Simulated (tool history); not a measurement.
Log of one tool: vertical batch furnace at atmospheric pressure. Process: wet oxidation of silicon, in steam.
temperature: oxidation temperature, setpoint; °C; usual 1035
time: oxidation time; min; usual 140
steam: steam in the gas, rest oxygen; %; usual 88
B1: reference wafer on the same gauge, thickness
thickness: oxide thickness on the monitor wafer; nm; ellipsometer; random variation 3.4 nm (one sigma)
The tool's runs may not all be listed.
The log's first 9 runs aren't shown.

{"run": 10, "day": 33.662, "temperature": 1035, "time": 120, "steam": 88, "B1": 1064.72, "thickness": 821.31}
{"run": 11, "day": 36.596, "temperature": 1035, "time": 140, "steam": 84, "B1": 1063.72, "thickness": 878.7}
{"run": 12, "day": 40.096, "temperature": 1035, "time": 140, "steam": 84, "B1": 1064.22, "thickness": 871.04}
{"run": 13, "day": 43.708, "temperature": 1035, "time": 140, "steam": 88, "B1": 1062.21, "thickness": 899.56}
{"run": 14, "day": 46.758, "temperature": 1035, "time": 140, "steam": 88, "B1": 1064.5, "thickness": 889.09}
{"run": 15, "day": 48.742, "temperature": 1018, "time": 140, "steam": 88, "B1": 1064.16, "thickness": 836.28}
{"day": 52.883, "done": "thermocouples replaced and temperature profile calibrated"}
{"run": 16, "day": 52.904, "temperature": 1018, "time": 140, "steam": 88, "B1": 1063.74, "thickness": 811.05}
{"run": 17, "day": 55.183, "temperature": 1052, "time": 140, "steam": 83, "B1": 1062.87, "thickness": 906.32}
{"run": 18, "day": 58.754, "temperature": 1035, "time": 140, "steam": 88, "B1": 1065.22, "thickness": 875.72}

The next listed run, before its measurement:
{"run": 19, "day": 61.792, "temperature": 1056, "time": 140, "steam": 88, "B1": "?", "thickness": "?"}

{"run 19": {"B1": 1062.78, "thickness": 947.94}}
Without the tool's hidden state the same run would have given thickness 979.20 nm.
